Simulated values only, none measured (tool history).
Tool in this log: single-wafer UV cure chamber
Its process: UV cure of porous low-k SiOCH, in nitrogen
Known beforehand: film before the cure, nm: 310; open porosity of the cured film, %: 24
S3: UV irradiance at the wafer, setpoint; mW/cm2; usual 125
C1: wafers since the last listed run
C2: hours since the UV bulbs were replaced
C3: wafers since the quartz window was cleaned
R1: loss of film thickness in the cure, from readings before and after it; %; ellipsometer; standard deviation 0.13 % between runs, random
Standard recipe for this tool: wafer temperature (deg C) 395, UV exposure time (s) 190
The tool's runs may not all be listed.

run 1 hour=0 | wafer_temperature_(deg_C)=395 UV_exposure_time_(s)=190 S3=125 | C1=0 C2=1995.5 C3=504 | R1=13.504
run 2 hour=15.2 | wafer_temperature_(deg_C)=395 UV_exposure_time_(s)=190 S3=125 | C1=135 C2=2010.7 C3=640 | R1=13.395
run 3 hour=28.2 | wafer_temperature_(deg_C)=395 UV_exposure_time_(s)=190 S3=125 | C1=116 C2=2023.7 C3=756 | R1=13.324
run 4 hour=40.7 | wafer_temperature_(deg_C)=395 UV_exposure_time_(s)=190 S3=125 | C1=111 C2=2036.2 C3=868 | R1=13.457
run 5 hour=54.1 | wafer_temperature_(deg_C)=395 UV_exposure_time_(s)=190 S3=125 | C1=119 C2=2049.6 C3=987 | R1=13.28
run 6 hour=64.5 | wafer_temperature_(deg_C)=395 UV_exposure_time_(s)=190 S3=125 | C1=92 C2=2060 C3=1080 | R1=13.519
run 7 hour=72.5 | wafer_temperature_(deg_C)=384 UV_exposure_time_(s)=190 S3=125 | C1=71 C2=2068 C3=1151 | R1=13.266
run 8 hour=126.4 | wafer_temperature_(deg_C)=384 UV_exposure_time_(s)=190 S3=125 | C1=481 C2=2121.9 C3=1633 | R1=13.114
run 9 hour=142.9 | wafer_temperature_(deg_C)=384 UV_exposure_time_(s)=190 S3=125 | C1=147 C2=2138.4 C3=1780 | R1=13.328
run 10 hour=155.5 | wafer_temperature_(deg_C)=387 UV_exposure_time_(s)=190 S3=125 | C1=112 C2=2151 C3=1892 | R1=13.227
run 11 hour=172.4 | wafer_temperature_(deg_C)=387 UV_exposure_time_(s)=190 S3=125 | C1=150 C2=2167.9 C3=2043 | R1=13.361
run 12 hour=184.7 | wafer_temperature_(deg_C)=395 UV_exposure_time_(s)=130 S3=125 | C1=109 C2=2180.2 C3=2153 | R1=11.673
run 13 hour=198.7 | wafer_temperature_(deg_C)=403 UV_exposure_time_(s)=190 S3=125 | C1=124 C2=2194.2 C3=2278 | R1=13.545
run 14 hour=209.5 | wafer_temperature_(deg_C)=403 UV_exposure_time_(s)=190 S3=125 | C1=96 C2=2205 C3=2374 | R1=13.415
run 15 hour=218.9 | wafer_temperature_(deg_C)=403 UV_exposure_time_(s)=190 S3=125 | C1=83 C2=2214.4 C3=2458 | R1=13.374
-- hour=254.3 quartz window cleaned
run 16 hour=258.9 | wafer_temperature_(deg_C)=395 UV_exposure_time_(s)=190 S3=99 | C1=285 C2=2254.4 C3=40 | R1=12.142
run 17 hour=269.3 | wafer_temperature_(deg_C)=395 UV_exposure_time_(s)=190 S3=99 | C1=92 C2=2264.8 C3=133 | R1=12.268
run 18 hour=279.1 | wafer_temperature_(deg_C)=395 UV_exposure_time_(s)=190 S3=125 | C1=87 C2=2274.6 C3=221 | R1=13.35
run 19 hour=293.2 | wafer_temperature_(deg_C)=395 UV_exposure_time_(s)=190 S3=125 | C1=125 C2=2288.7 C3=347 | R1=13.187
run 20 hour=299.5 | wafer_temperature_(deg_C)=395 UV_exposure_time_(s)=190 S3=139 | C1=56 C2=2295 C3=403 | R1=14.069
run 21 hour=307.4 | wafer_temperature_(deg_C)=395 UV_exposure_time_(s)=190 S3=139 | C1=70 C2=2302.9 C3=473 | R1=14.246
run 22 hour=314.1 | wafer_temperature_(deg_C)=395 UV_exposure_time_(s)=155 S3=125 | C1=59 C2=2309.6 C3=533 | R1=12.433
run 23 hour=321.9 | wafer_temperature_(deg_C)=395 UV_exposure_time_(s)=145 S3=125 | C1=69 C2=2317.4 C3=603 | R1=11.861
run 24 hour=328.9 | wafer_temperature_(deg_C)=395 UV_exposure_time_(s)=145 S3=125 | C1=62 C2=2324.4 C3=665 | R1=12.007
run 25 hour=336.3 | wafer_temperature_(deg_C)=395 UV_exposure_time_(s)=225 S3=110 | C1=66 C2=2331.8 C3=731 | R1=13.645
run 26 hour=347.4 | wafer_temperature_(deg_C)=395 UV_exposure_time_(s)=190 S3=156 | C1=99 C2=2342.9 C3=830 | R1=14.37
run 27 hour=355 | wafer_temperature_(deg_C)=385 UV_exposure_time_(s)=290 S3=160 | C1=67 C2=2350.5 C3=898 | R1=16.428
-- hour=372 UV bulbs replaced
run 28 hour=380.2 | wafer_temperature_(deg_C)=413 UV_exposure_time_(s)=125 S3=92 | C1=153 C2=8.2 C3=1052 | R1=10.352
run 29 hour=394.2 | wafer_temperature_(deg_C)=395 UV_exposure_time_(s)=190 S3=154 | C1=124 C2=22.2 C3=1177 | R1=14.434
run 30 hour=410.8 | wafer_temperature_(deg_C)=395 UV_exposure_time_(s)=130 S3=95 | C1=148 C2=38.8 C3=1325 | R1=10.188
run 31 hour=424 | wafer_temperature_(deg_C)=376 UV_exposure_time_(s)=280 S3=135 | C1=117 C2=52 C3=1443 | R1=15.448
run 32 hour=440.3 | wafer_temperature_(deg_C)=388 UV_exposure_time_(s)=190 S3=125 | C1=145 C2=68.3 C3=1588 | R1=13.42
run 33 hour=456.6 | wafer_temperature_(deg_C)=395 UV_exposure_time_(s)=190 S3=125 | C1=145 C2=84.6 C3=1734 | R1=13.372
run 34 hour=470.3 | wafer_temperature_(deg_C)=395 UV_exposure_time_(s)=190 S3=125 | C1=122 C2=98.3 C3=1856 | R1=13.504
run 35 hour=481.5 | wafer_temperature_(deg_C)=395 UV_exposure_time_(s)=295 S3=125 | C1=99 C2=109.5 C3=1956 | R1=15.582
run 36 hour=520.8 | wafer_temperature_(deg_C)=376 UV_exposure_time_(s)=190 S3=147 | C1=350 C2=148.8 C3=2307 | R1=13.717
run 37 hour=533.3 | wafer_temperature_(deg_C)=395 UV_exposure_time_(s)=225 S3=125 | C1=111 C2=161.3 C3=2418 | R1=14.626
-- hour=547.3 quartz window cleaned
run 38 hour=547.8 | wafer_temperature_(deg_C)=407 UV_exposure_time_(s)=80 S3=99 | C1=58 C2=175.8 C3=4 | R1=8.351
run 39 hour=553.9 | wafer_temperature_(deg_C)=404 UV_exposure_time_(s)=140 S3=125 | C1=54 C2=181.9 C3=59 | R1=12.057
run 40 hour=569.7 | wafer_temperature_(deg_C)=395 UV_exposure_time_(s)=230 S3=95 | C1=141 C2=197.7 C3=200 | R1=13.077
run 41 hour=577.7 | wafer_temperature_(deg_C)=395 UV_exposure_time_(s)=190 S3=88 | C1=71 C2=205.7 C3=271 | R1=11.679
run 42 hour=615.5 | wafer_temperature_(deg_C)=395 UV_exposure_time_(s)=190 S3=125 | C1=337 C2=243.5 C3=608 | R1=13.117
run 43 hour=626.3 | wafer_temperature_(deg_C)=395 UV_exposure_time_(s)=190 S3=125 | C1=96 C2=254.3 C3=705 | R1=13.462
run 44 hour=639.5 | wafer_temperature_(deg_C)=395 UV_exposure_time_(s)=270 S3=146 | C1=117 C2=267.5 C3=823 | R1=16.046
run 45 hour=646.3 | wafer_temperature_(deg_C)=383 UV_exposure_time_(s)=100 S3=103 | C1=60 C2=274.3 C3=883 | R1=8.935
run 46 hour=657.4 | wafer_temperature_(deg_C)=411 UV_exposure_time_(s)=190 S3=147 | C1=99 C2=285.4 C3=982 | R1=14.664
run 47 hour=669.3 | wafer_temperature_(deg_C)=407 UV_exposure_time_(s)=190 S3=125 | C1=106 C2=297.3 C3=1089 | R1=13.575
run 48 hour=682.2 | wafer_temperature_(deg_C)=402 UV_exposure_time_(s)=190 S3=113 | C1=115 C2=310.2 C3=1204 | R1=13.075
run 49 hour=698.9 | wafer_temperature_(deg_C)=395 UV_exposure_time_(s)=190 S3=125 | C1=149 C2=326.9 C3=1353 | R1=13.321

Take each entry between the runs: how does the hidden state at the last listed run before it differ from the hidden state at the first listed run after it?
Between runs 15 and 16: quartz window cleaned (hour 254.3)
  the hidden state is the same at both runs
Between runs 27 and 28: UV bulbs replaced (hour 372)
  the hidden state is the same at both runs
Between runs 37 and 38: quartz window cleaned (hour 547.3)
  the hidden state is the same at both runs
